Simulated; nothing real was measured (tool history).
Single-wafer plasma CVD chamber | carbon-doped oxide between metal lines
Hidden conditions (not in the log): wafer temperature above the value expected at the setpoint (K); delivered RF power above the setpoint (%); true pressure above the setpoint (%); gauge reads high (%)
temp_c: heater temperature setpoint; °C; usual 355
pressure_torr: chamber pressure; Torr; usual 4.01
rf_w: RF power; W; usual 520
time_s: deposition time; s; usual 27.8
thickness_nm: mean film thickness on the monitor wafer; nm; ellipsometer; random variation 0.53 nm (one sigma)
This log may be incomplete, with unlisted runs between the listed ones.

run,hour,temp_c,pressure_torr,rf_w,time_s,wafers since the last listed run,hours since the last thermocouple change,hours since the last RF generator calibration,hours since the last manometer calibration,hours since the showerhead was replaced,hours since the gauge calibration,"read-back reference wafer on the same gauge, thickness_nm",thickness_nm
1,0,355,4.01,520,27.8,0,2521.9,1023.2,808.4,6238.5,381.4,148.847,126.388
2,68.8,355,4.5,520,27.8,2024,2590.7,1092,877.2,6307.3,450.2,149.285,131.078
3,94.4,355,4.5,520,27.8,753,2616.3,1117.6,902.8,6332.9,475.8,148.966,130.461
4,120.6,355,4.5,520,27.8,770,2642.5,1143.8,929,6359.1,502,148.922,130.827
5,142.2,355,4.01,520,27.8,635,2664.1,1165.4,950.6,6380.7,523.6,149.154,127.551
# hour 159.3: thermocouple changed; heater temperature recalibrated
6,170.7,355,4.01,520,27.8,603,11.4,1193.9,979.1,6409.2,552.1,149.216,127.077
# hour 180.3: capacitance manometer re-zeroed and calibrated
7,183.4,355,4.01,520,27.8,138,24.1,1206.6,3.1,6421.9,564.8,149.156,127.631
# hour 197: showerhead replaced
8,215,355,4.01,520,27.8,694,55.7,1238.2,34.7,18,596.4,148.846,127.852
9,230,355,4.01,520,27.8,441,70.7,1253.2,49.7,33,611.4,148.713,127.299
10,244.6,351,4.01,465,27.8,429,85.3,1267.8,64.3,47.6,626,149.026,119.995
11,271.2,355,4.45,550,27.8,782,111.9,1294.4,90.9,74.2,652.6,149.038,134.409
# hour 289.9: RF generator calibrated
12,290.4,355,3.05,485,27.8,329,131.1,0.5,110.1,93.4,671.8,148.887,118.648
13,311.6,355,4.01,520,27.8,623,152.3,21.7,131.3,114.6,693,149.057,131.351
14,335.9,351,4.01,520,27.8,715,176.6,46,155.6,138.9,717.3,148.904,131.366
15,355.4,370,4.01,520,27.8,573,196.1,65.5,175.1,158.4,736.8,148.949,124.721
16,370.9,355,3.64,490,27.8,456,211.6,81,190.6,173.9,752.3,148.94,123.129
17,384.4,343,3.3,600,26.4,397,225.1,94.5,204.1,187.4,765.8,149.096,135.02
18,415.4,369,3.44,420,25.7,912,256.1,125.5,235.1,218.4,796.8,149.015,97.093
19,431.4,355,4.01,520,27.8,470,272.1,141.5,251.1,234.4,812.8,148.827,128.757
20,448.6,355,4.01,520,27.8,506,289.3,158.7,268.3,251.6,830,149.083,130.341
# hour 453.6: gauge calibrated
21,484.6,355,4.01,520,27.8,1059,325.3,194.7,304.3,287.6,31,148.683,130.051
22,501.2,355,4.01,450,29.8,488,341.9,211.3,320.9,304.2,47.6,149.025,126.558
23,524.2,355,4.01,520,27.8,676,364.9,234.3,343.9,327.2,70.6,149.327,129.349
24,549.1,359,3.74,520,27.8,732,389.8,259.2,368.8,352.1,95.5,149,126.818
25,579.3,355,4.62,520,29.9,888,420,289.4,399,382.3,125.7,149.379,143.748
26,606.6,355,4.01,520,27.8,803,447.3,316.7,426.3,409.6,153,149.194,128.903
27,619.1,361,3.59,435,32.1,367,459.8,329.2,438.8,422.1,165.5,149.269,126.666
28,651.8,355,4.01,520,25.4,962,492.5,361.9,471.5,454.8,198.2,148.891,117.85

4 ways to go on from here, each from the tool as it stands after run 28. What would each give?
A,652.2,355,4.01,520,27.8,11,492.9,362.3,471.9,455.2,198.6,?,?
B,652.2,355,4.01,470,32.7,11,492.9,362.3,471.9,455.2,198.6,?,?
C,652.2,367,4.78,450,27.8,11,492.9,362.3,471.9,455.2,198.6,?,?
D,652.2,355,3.14,455,32.4,11,492.9,362.3,471.9,455.2,198.6,?,?

run,"read-back reference wafer on the same gauge, thickness_nm",thickness_nm
A,148.765,128.98
B,148.765,141.893
C,148.765,117.798
D,148.765,132.012
With the hidden condition removed and each run's random variation left untouched, the same runs would have given:
run,thickness_nm
A,130.28
B,143.35
C,119.199
D,133.566

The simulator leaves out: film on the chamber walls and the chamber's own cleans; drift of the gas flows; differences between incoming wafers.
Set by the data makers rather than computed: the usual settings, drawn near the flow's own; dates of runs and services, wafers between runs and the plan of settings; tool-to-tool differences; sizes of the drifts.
